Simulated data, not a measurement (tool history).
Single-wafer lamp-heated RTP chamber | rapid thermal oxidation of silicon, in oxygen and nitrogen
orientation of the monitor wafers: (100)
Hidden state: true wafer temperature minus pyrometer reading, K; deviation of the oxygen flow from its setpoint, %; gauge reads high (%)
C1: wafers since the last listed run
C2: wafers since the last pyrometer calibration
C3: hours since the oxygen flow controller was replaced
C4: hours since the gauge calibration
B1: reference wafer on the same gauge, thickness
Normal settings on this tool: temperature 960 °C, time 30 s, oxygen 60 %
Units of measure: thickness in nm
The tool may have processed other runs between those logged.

{"run": 1, "hour": 0.0, "temperature": 960, "time": 30, "oxygen": 60, "C1": 0, "C2": 5505, "C3": 5177.3, "C4": 150, "B1": 3.437, "thickness": 3.16}
{"hour": 14.8, "done": "gauge calibrated"}
{"run": 2, "hour": 15.5, "temperature": 960, "time": 30, "oxygen": 60, "C1": 139, "C2": 5644, "C3": 5192.8, "C4": 0.7, "B1": 3.444, "thickness": 3.163}
{"run": 3, "hour": 25.2, "temperature": 960, "time": 30, "oxygen": 60, "C1": 86, "C2": 5731, "C3": 5202.5, "C4": 10.4, "B1": 3.438, "thickness": 3.168}
{"run": 4, "hour": 35.9, "temperature": 960, "time": 40, "oxygen": 49, "C1": 95, "C2": 5827, "C3": 5213.2, "C4": 21.1, "B1": 3.438, "thickness": 3.323}
{"run": 5, "hour": 43.5, "temperature": 960, "time": 40, "oxygen": 49, "C1": 68, "C2": 5895, "C3": 5220.8, "C4": 28.7, "B1": 3.434, "thickness": 3.318}
{"run": 6, "hour": 49.7, "temperature": 960, "time": 30, "oxygen": 60, "C1": 55, "C2": 5951, "C3": 5227, "C4": 34.9, "B1": 3.439, "thickness": 3.188}
{"run": 7, "hour": 66.6, "temperature": 960, "time": 30, "oxygen": 60, "C1": 151, "C2": 6103, "C3": 5243.9, "C4": 51.8, "B1": 3.436, "thickness": 3.144}
{"run": 8, "hour": 82.9, "temperature": 960, "time": 30, "oxygen": 60, "C1": 146, "C2": 6249, "C3": 5260.2, "C4": 68.1, "B1": 3.445, "thickness": 3.19}
{"hour": 90.9, "done": "pyrometer window cleaned and pyrometer calibrated"}
{"run": 9, "hour": 97.1, "temperature": 960, "time": 30, "oxygen": 60, "C1": 55, "C2": 55, "C3": 5274.4, "C4": 82.3, "B1": 3.439, "thickness": 3.244}
{"run": 10, "hour": 108.2, "temperature": 960, "time": 30, "oxygen": 60, "C1": 99, "C2": 155, "C3": 5285.5, "C4": 93.4, "B1": 3.437, "thickness": 3.279}
{"run": 11, "hour": 115.5, "temperature": 960, "time": 30, "oxygen": 60, "C1": 65, "C2": 220, "C3": 5292.8, "C4": 100.7, "B1": 3.442, "thickness": 3.26}
{"run": 12, "hour": 130.5, "temperature": 945, "time": 17, "oxygen": 38, "C1": 134, "C2": 355, "C3": 5307.8, "C4": 115.7, "B1": 3.438, "thickness": 2.431}
{"hour": 142.7, "done": "pyrometer window cleaned and pyrometer calibrated, repeated, since the last time left the tool worse"}
{"run": 13, "hour": 143.2, "temperature": 960, "time": 21, "oxygen": 32, "C1": 42, "C2": 4, "C3": 5320.5, "C4": 128.4, "B1": 3.445, "thickness": 2.51}
{"run": 14, "hour": 181.6, "temperature": 935, "time": 30, "oxygen": 35, "C1": 344, "C2": 348, "C3": 5358.9, "C4": 166.8, "B1": 3.435, "thickness": 2.539}
{"hour": 189.9, "done": "gauge calibrated"}
{"hour": 202.4, "done": "oxygen flow controller replaced"}
{"run": 15, "hour": 202.9, "temperature": 938, "time": 30, "oxygen": 60, "C1": 119, "C2": 468, "C3": 0.5, "C4": 13, "B1": 3.442, "thickness": 2.804}
{"run": 16, "hour": 205.6, "temperature": 936, "time": 30, "oxygen": 40, "C1": 24, "C2": 492, "C3": 3.2, "C4": 15.7, "B1": 3.445, "thickness": 2.591}
{"run": 17, "hour": 221.4, "temperature": 960, "time": 35, "oxygen": 77, "C1": 141, "C2": 634, "C3": 19, "C4": 31.5, "B1": 3.442, "thickness": 3.47}
{"run": 18, "hour": 235.6, "temperature": 960, "time": 16, "oxygen": 77, "C1": 127, "C2": 761, "C3": 33.2, "C4": 45.7, "B1": 3.444, "thickness": 2.717}
{"run": 19, "hour": 249.2, "temperature": 972, "time": 30, "oxygen": 82, "C1": 121, "C2": 883, "C3": 46.8, "C4": 59.3, "B1": 3.444, "thickness": 3.609}
{"run": 20, "hour": 258.8, "temperature": 960, "time": 30, "oxygen": 60, "C1": 86, "C2": 969, "C3": 56.4, "C4": 68.9, "B1": 3.437, "thickness": 3.118}
{"run": 21, "hour": 267.3, "temperature": 960, "time": 30, "oxygen": 60, "C1": 76, "C2": 1045, "C3": 64.9, "C4": 77.4, "B1": 3.438, "thickness": 3.115}
{"run": 22, "hour": 275.8, "temperature": 984, "time": 26, "oxygen": 32, "C1": 76, "C2": 1122, "C3": 73.4, "C4": 85.9, "B1": 3.437, "thickness": 2.94}
{"run": 23, "hour": 292.3, "temperature": 945, "time": 17, "oxygen": 38, "C1": 147, "C2": 1270, "C3": 89.9, "C4": 102.4, "B1": 3.439, "thickness": 2.373}

Hidden state at the last listed run before each entry between runs and at the first one after, where it differs:
After run 1, before run 2: gauge calibrated (hour 14.8)
  true wafer temperature minus pyrometer reading, K: 7.16 -> 7.2
  measured minus no-state result, thickness: +0.117 -> +0.118 nm
After run 8, before run 9: pyrometer window cleaned and pyrometer calibrated (hour 90.9)
  true wafer temperature minus pyrometer reading, K: 7.34 -> 11.7
  measured minus no-state result, thickness: +0.12 -> +0.196 nm
After run 12, before run 13: pyrometer window cleaned and pyrometer calibrated, repeated, since the last time left the tool worse (hour 142.7)
  true wafer temperature minus pyrometer reading, K: 12.7 -> 1.27
  measured minus no-state result, thickness: +0.081 -> +0.009 nm
After run 14, before run 15: gauge calibrated (hour 189.9); oxygen flow controller replaced (hour 202.4)
  true wafer temperature minus pyrometer reading, K: 2.42 -> 2.98
  measured minus no-state result, thickness: +0.018 -> +0.035 nm
